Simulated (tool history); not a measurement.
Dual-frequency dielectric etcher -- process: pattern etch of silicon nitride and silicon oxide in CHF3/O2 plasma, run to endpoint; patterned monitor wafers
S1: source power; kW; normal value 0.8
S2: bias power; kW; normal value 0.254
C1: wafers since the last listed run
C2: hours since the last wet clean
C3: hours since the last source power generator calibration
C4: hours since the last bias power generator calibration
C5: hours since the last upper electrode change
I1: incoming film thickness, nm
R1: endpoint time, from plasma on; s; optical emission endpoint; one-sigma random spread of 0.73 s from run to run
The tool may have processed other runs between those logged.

run     day    S1     S2   C1     C2      C3      C4      C5     I1     R1
  1       0   0.8  0.216    0    160  4660.7  2539.8  5101.2  309.6    189
  2   0.658   0.8  0.216   77  175.8  4676.5  2555.6    5117  305.4  185.5
  3   2.067   0.8  0.216  164  209.6  4710.3  2589.4  5150.8  305.6  186.1
  4     6.5   0.8  0.254  519    316  4816.7  2695.8  5257.2  311.3  178.3
  5   7.033   0.8  0.254   62  328.8  4829.5  2708.6    5270  308.8  176.7
      8.458  -- upper electrode replaced
      9.333  -- wet clean of the chamber
  6   9.354   0.8  0.254   52    0.5  4885.2  2764.3    21.5  304.2  174.9
  7   9.371   0.8  0.254    1    0.9  4885.6  2764.7    21.9  310.1  178.4
  8  10.708   0.8  0.207  156     33  4917.7  2796.8      54  307.6  189.9
     12.567  -- source power generator calibrated
  9  12.704   0.8  0.207  214   80.9     3.3  2844.7   101.9  308.4  191.2
 10  13.746   0.8  0.254  122  105.9    28.3  2869.7   126.9  305.7  177.2
 11  14.946   0.8  0.254  140  134.7    57.1  2898.5   155.7  308.1  178.1
 12    15.9   0.8  0.254  111  157.6      80  2921.4   178.6    312  179.6
 13  16.996   0.8  0.254  128  183.9   106.3  2947.7   204.9  307.1  176.7
     18.233  -- bias power generator calibrated
 14  18.254   0.8  0.254  127  214.1   136.5     0.5   235.1  307.1  177.5
 15  19.304   0.7  0.216  123  239.3   161.7    25.7   260.3  308.9  204.3
 16  20.471  0.64  0.294  136  267.3   189.7    53.7   288.3  308.1  189.5
 17  21.817  0.72  0.254  157  299.6     222      86   320.6  305.3  186.1
 18  22.871   0.7  0.318  123  324.9   247.3   111.3   345.9  309.5  175.7
 19  23.621   0.9   0.22   87  342.9   265.3   129.3   363.9  309.7  175.6
     24.783  -- wet clean of the chamber
 20  24.804  0.65  0.254   21    0.5   293.7   157.7   392.3  309.2    200
 21  24.829  0.61  0.306    2    1.1   294.3   158.3   392.9  306.9  192.6
 22  26.221  0.64  0.254  163   34.5   327.7   191.7   426.3  308.9    201
 23  26.917   0.8   0.28   81   51.2   344.4   208.4     443  309.1    172
 24  28.042   0.8  0.233  131   78.2   371.4   235.4     470  306.9  182.6
 25  28.917   0.8  0.191  102   99.2   392.4   256.4     491  307.5  196.2
 26  29.692   0.8  0.286   90  117.8     411     275   509.6  309.4  170.4
 27  30.867  0.71  0.274  137    146   439.2   303.2   537.8  306.8    183
 28  32.342   0.8  0.271  172  181.4   474.6   338.6   573.2  303.8  168.8
 29  33.183   0.8  0.254   98  201.6   494.8   358.8   593.4  309.1  179.7
 30  34.371   0.8  0.223  139  230.1   523.3   387.3   621.9  308.9  186.7
 31  34.896   0.8  0.254   61  242.7   535.9   399.9   634.5  310.1  179.4
 32  38.125  0.93  0.306  378  320.2   613.4   477.4     712  308.8  151.8
 33  39.017  0.95  0.275  104  341.6   634.8   498.8   733.4    309    157
 34  39.538  0.68   0.21   61  354.1   647.3   511.3   745.9  306.2  206.8
     41.071  -- wet clean of the chamber
 35  41.092   0.8  0.254   64    0.5   684.6   548.6   783.2  307.3  176.3
 36   41.25   0.8  0.286   18    4.3   688.4   552.4     787  309.8  170.1

Exercise: give the hidden state of the tool at every run:
etch rate over this chamber's usual, %: 0, the same for each run
source power that arrives over what is set, %: 0, the same for each run
bias power that arrives over what is set, %: 0, the same for each run
